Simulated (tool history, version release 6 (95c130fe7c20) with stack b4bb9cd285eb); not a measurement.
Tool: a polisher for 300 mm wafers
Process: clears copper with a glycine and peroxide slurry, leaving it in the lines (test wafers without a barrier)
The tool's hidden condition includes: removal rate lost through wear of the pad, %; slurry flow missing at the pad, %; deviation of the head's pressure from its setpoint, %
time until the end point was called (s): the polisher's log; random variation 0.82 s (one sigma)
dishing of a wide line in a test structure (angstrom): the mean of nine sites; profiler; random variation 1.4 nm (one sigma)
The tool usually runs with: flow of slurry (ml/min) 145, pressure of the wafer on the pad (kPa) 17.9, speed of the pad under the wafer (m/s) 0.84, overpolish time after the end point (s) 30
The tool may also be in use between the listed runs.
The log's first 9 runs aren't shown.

run     day  flow of slurry (ml/min)  pressure of the wafer on the pad (kPa)  speed of the pad under the wafer (m/s)  overpolish time after the end point (s)  wafers since the last listed run  wafers polished on this pad  hours since the slurry nozzle was cleaned  hours since the head pressure was calibrated  incoming thickness of the incoming film, nm  time until the end point was called (s)  dishing of a wide line in a test structure (angstrom)
 10  15.638                      145                                    17.9                                    0.84                                       19                               372                         1375                                      261.1                                         312.4                                        423.3                                     79.2                                                    627
 11  16.808                      145                                    17.9                                    0.84                                       30                               227                         1603                                      289.2                                         340.5                                        419.2                                     80.3                                                    895
 12  19.504                      145                                    17.9                                    0.84                                       30                               524                         2127                                      353.9                                         405.2                                        415.6                                     79.8                                                    887
     20.704  -- worn pad replaced by a new one
 13  20.775                      145                                    17.9                                    0.84                                       30                               214                           13                                      384.4                                         435.7                                        419.3                                     75.4                                                    928
 14  22.092                      145                                    17.9                                    0.84                                       30                               255                          269                                        416                                         467.3                                        413.2                                     76.7                                                    924
 15  24.329                      145                                    17.9                                    0.84                                       30                               434                          704                                      469.7                                           521                                        421.2                                     78.5                                                    909
     25.533  -- slurry nozzle cleaned
 16  25.933                      145                                      20                                    0.92                                       37                               303                         1008                                        9.6                                         559.5                                        413.4                                     66.1                                                   1173
     27.538  -- head pressure recalibrated
 17  28.579                      145                                    17.9                                    0.84                                       30                               498                         1506                                       73.1                                            25                                        417.3                                     77.8                                                    882
 18  30.262                      100                                    17.9                                    0.94                                       30                               327                         1833                                      113.5                                          65.4                                        428.1                                     83.4                                                    876
 19  33.083                      160                                    17.9                                    0.84                                       30                               548                         2382                                      181.2                                         133.1                                        415.4                                     79.5                                                    880

For run 20, what comes out?
     33.412  -- worn pad replaced by a new one, of another model than before
 20  35.358                      145                                      20                                    0.84                                       44                               409                          378                                      235.8                                         187.7                                          422                                        ?                                                      ?

time until the end point was called (s): 70.7
dishing of a wide line in a test structure (angstrom): 1271
On a tool with no hidden condition, and with the same random variation, this run would have come out at time until the end point was called (s) 69.6, dishing of a wide line in a test structure (angstrom) 1282.
